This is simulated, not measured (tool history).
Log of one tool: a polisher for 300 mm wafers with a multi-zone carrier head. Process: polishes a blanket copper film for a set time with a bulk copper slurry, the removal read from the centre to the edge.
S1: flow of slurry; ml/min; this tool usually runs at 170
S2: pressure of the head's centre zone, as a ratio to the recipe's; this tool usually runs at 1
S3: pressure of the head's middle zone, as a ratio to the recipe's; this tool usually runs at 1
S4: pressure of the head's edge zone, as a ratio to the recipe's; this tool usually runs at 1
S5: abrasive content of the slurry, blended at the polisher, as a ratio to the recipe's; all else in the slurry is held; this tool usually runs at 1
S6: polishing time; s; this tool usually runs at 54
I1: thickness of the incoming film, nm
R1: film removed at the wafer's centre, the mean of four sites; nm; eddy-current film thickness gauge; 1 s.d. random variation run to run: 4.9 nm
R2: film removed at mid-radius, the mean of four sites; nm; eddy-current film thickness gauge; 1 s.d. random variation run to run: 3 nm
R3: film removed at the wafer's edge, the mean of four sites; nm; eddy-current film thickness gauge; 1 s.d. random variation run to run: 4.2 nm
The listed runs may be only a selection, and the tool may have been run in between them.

run	day	S1	S2	S3	S4	S5	S6	I1	R1	R2	R3
1	0	170	1	1	1	1	54	4314.5	390.5	383.1	373.1
2	0.692	170	1	1	1	1	54	4433.1	370.4	376.5	368.8
3	2.575	170	1	1	1	1	54	4415.8	351.6	348.2	340.1
# day 2.829: worn pad replaced by a new one
# day 3.271: slurry nozzle cleaned
4	3.312	170	1	1	1	1	54	4479.3	395.6	382.2	386.8
5	3.812	170	1	1	1	1	54	4406	388	383.3	377.1
# day 4.312: edge zone pressure recalibrated
6	4.333	170	1	1	1	1	54	4388.1	392.2	381.6	380
7	4.929	170	1	1	1	1	54	4405.8	378.7	377.4	378.4
8	5.188	170	1	1	1	1	54	4473.2	382	376.4	376.7
# day 5.796: carrier head's membrane replaced by a new one
# day 5.892: centre zone pressure recalibrated
9	5.912	170	1	0.95	1.08	0.8	54	4424.9	356.5	343.7	364.9
10	6.208	140	1.07	1	1	1	54	4320.9	374.5	353.1	357.2
11	6.862	170	1	1	1.05	1.25	64	4434.4	441.4	439.8	445.4
12	7.425	125	1	1	0.9	1.25	38	4380.1	241.5	240.5	233.7
13	7.712	170	1	1.06	1	1	71	4418.4	454.9	483.9	439.7
14	8.367	190	1	1	1	1	36	4360.7	230.2	226	224.8
# day 8.808: worn pad replaced by a new one
15	9.088	170	1	1	0.96	1	54	4326.1	392.3	383.2	369.1
16	9.75	190	1	1	1	1	36	4481.8	265.6	256.1	256.1
17	10.112	170	1	1	1	1	54	4380.1	393.9	384.1	371.6
18	10.492	170	1	1	1.08	1	54	4339.6	384.3	382.6	390.4
19	11.238	215	1	1	1	0.8	54	4420	383.4	371.8	367
20	11.758	170	1.05	1	1	0.85	54	4398.1	367.6	361	352.3
21	12.408	170	1	1	1.05	1.25	64	4351.9	444.5	451.6	457.1

The logged runs with the hidden state left out (each run's random variation unchanged):
The tool's hidden condition here consists of: removal rate lost through wear of the pad, %; slurry flow missing at the pad, %; deviation of the centre zone's pressure from its setpoint, %; deviation of the edge zone's pressure from its setpoint, %.
run	R1	R2	R3
1	402.5	394.8	384.5
2	387.7	394	386
3	393.2	389.4	380.3
4	402	388.4	393
5	395.5	390.7	384.3
6	402	391.1	389.5
7	391.8	390.5	391.5
8	397.2	391.5	391.7
9	377.3	363.7	386.2
10	399.7	376.9	381.4
11	481.8	480.1	486.1
12	269.7	268.5	261
13	514.6	547.4	497.4
14	269.2	264.3	262.9
15	401.2	391.8	377.4
16	272.6	262.8	262.8
17	405.6	395.5	382.7
18	397.7	396	404
19	402.2	390	385
20	390.5	383.5	374.2
21	481.4	489.1	495.1
